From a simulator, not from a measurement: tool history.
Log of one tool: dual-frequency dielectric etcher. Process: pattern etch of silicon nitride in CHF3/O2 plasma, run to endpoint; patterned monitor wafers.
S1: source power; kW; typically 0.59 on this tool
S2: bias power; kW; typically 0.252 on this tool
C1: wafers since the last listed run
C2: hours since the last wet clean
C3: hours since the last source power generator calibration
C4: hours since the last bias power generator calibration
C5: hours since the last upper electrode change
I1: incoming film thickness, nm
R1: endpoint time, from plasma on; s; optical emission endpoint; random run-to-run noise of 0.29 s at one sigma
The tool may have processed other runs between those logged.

{"run": 1, "hour": 0.0, "S1": 0.59, "S2": 0.252, "C1": 0, "C2": 351.1, "C3": 4496.9, "C4": 3973.6, "C5": 2471.7, "I1": 99, "R1": 64.3}
{"hour": 56.4, "done": "wet clean of the chamber"}
{"run": 2, "hour": 86.5, "S1": 0.59, "S2": 0.252, "C1": 758, "C2": 30.1, "C3": 4583.4, "C4": 4060.1, "C5": 2558.2, "I1": 99.1, "R1": 66.6}
{"run": 3, "hour": 153.2, "S1": 0.65, "S2": 0.252, "C1": 809, "C2": 96.8, "C3": 4650.1, "C4": 4126.8, "C5": 2624.9, "I1": 100.4, "R1": 63.8}
{"hour": 157.9, "done": "bias power generator calibrated"}
{"run": 4, "hour": 217.3, "S1": 0.65, "S2": 0.252, "C1": 729, "C2": 160.9, "C3": 4714.2, "C4": 59.4, "C5": 2689, "I1": 98.8, "R1": 63.4}
{"run": 5, "hour": 269.0, "S1": 0.47, "S2": 0.277, "C1": 627, "C2": 212.6, "C3": 4765.9, "C4": 111.1, "C5": 2740.7, "I1": 99.8, "R1": 74.5}
{"run": 6, "hour": 312.2, "S1": 0.59, "S2": 0.228, "C1": 524, "C2": 255.8, "C3": 4809.1, "C4": 154.3, "C5": 2783.9, "I1": 99.3, "R1": 69.8}
{"hour": 353.4, "done": "upper electrode replaced"}
{"run": 7, "hour": 353.9, "S1": 0.59, "S2": 0.228, "C1": 214, "C2": 297.5, "C3": 4850.8, "C4": 196, "C5": 0.5, "I1": 97.9, "R1": 69.4}
{"hour": 372.5, "done": "source power generator calibrated"}
{"run": 8, "hour": 396.8, "S1": 0.59, "S2": 0.252, "C1": 472, "C2": 340.4, "C3": 24.3, "C4": 238.9, "C5": 43.4, "I1": 99.1, "R1": 67.4}
{"hour": 479.0, "done": "wet clean of the chamber, repeated, since the last time left the tool worse"}
{"run": 9, "hour": 479.5, "S1": 0.7, "S2": 0.236, "C1": 712, "C2": 0.5, "C3": 107, "C4": 321.6, "C5": 126.1, "I1": 98.9, "R1": 58.7}
{"run": 10, "hour": 565.6, "S1": 0.7, "S2": 0.236, "C1": 1045, "C2": 86.6, "C3": 193.1, "C4": 407.7, "C5": 212.2, "I1": 98.2, "R1": 58.8}
{"run": 11, "hour": 610.2, "S1": 0.59, "S2": 0.252, "C1": 541, "C2": 131.2, "C3": 237.7, "C4": 452.3, "C5": 256.8, "I1": 99.9, "R1": 64}
{"run": 12, "hour": 649.4, "S1": 0.65, "S2": 0.223, "C1": 476, "C2": 170.4, "C3": 276.9, "C4": 491.5, "C5": 296, "I1": 99.5, "R1": 63.5}
{"run": 13, "hour": 676.9, "S1": 0.45, "S2": 0.252, "C1": 333, "C2": 197.9, "C3": 304.4, "C4": 519, "C5": 323.5, "I1": 99.6, "R1": 75.5}
{"run": 14, "hour": 729.8, "S1": 0.72, "S2": 0.287, "C1": 642, "C2": 250.8, "C3": 357.3, "C4": 571.9, "C5": 376.4, "I1": 99.3, "R1": 54.4}
{"run": 15, "hour": 781.6, "S1": 0.59, "S2": 0.252, "C1": 629, "C2": 302.6, "C3": 409.1, "C4": 623.7, "C5": 428.2, "I1": 99.1, "R1": 63.7}
{"run": 16, "hour": 806.8, "S1": 0.65, "S2": 0.252, "C1": 306, "C2": 327.8, "C3": 434.3, "C4": 648.9, "C5": 453.4, "I1": 99.8, "R1": 61}
{"hour": 869.7, "done": "wet clean of the chamber"}
{"run": 17, "hour": 874.7, "S1": 0.49, "S2": 0.252, "C1": 533, "C2": 5, "C3": 502.2, "C4": 716.8, "C5": 521.3, "I1": 99.3, "R1": 70.2}
{"run": 18, "hour": 905.1, "S1": 0.51, "S2": 0.252, "C1": 369, "C2": 35.4, "C3": 532.6, "C4": 747.2, "C5": 551.7, "I1": 99.1, "R1": 68.9}
{"run": 19, "hour": 935.5, "S1": 0.63, "S2": 0.252, "C1": 369, "C2": 65.8, "C3": 563, "C4": 777.6, "C5": 582.1, "I1": 98.9, "R1": 60.4}
{"run": 20, "hour": 977.8, "S1": 0.59, "S2": 0.252, "C1": 513, "C2": 108.1, "C3": 605.3, "C4": 819.9, "C5": 624.4, "I1": 99.3, "R1": 62.9}
{"run": 21, "hour": 1020.0, "S1": 0.69, "S2": 0.252, "C1": 512, "C2": 150.3, "C3": 647.5, "C4": 862.1, "C5": 666.6, "I1": 100.5, "R1": 59.1}
{"run": 22, "hour": 1068.2, "S1": 0.67, "S2": 0.189, "C1": 585, "C2": 198.5, "C3": 695.7, "C4": 910.3, "C5": 714.8, "I1": 99.1, "R1": 66.1}

Run 23 has not been measured yet. What should we expect?
{"run": 23, "hour": 1094.6, "S1": 0.67, "S2": 0.297, "C1": 320, "C2": 224.9, "C3": 722.1, "C4": 936.7, "C5": 741.2, "I1": 98.3, "R1": "?"}

{"run 23": {"R1": 55.3}}
Had the tool carried no hidden state, the very same run would have given R1 54.7 s.
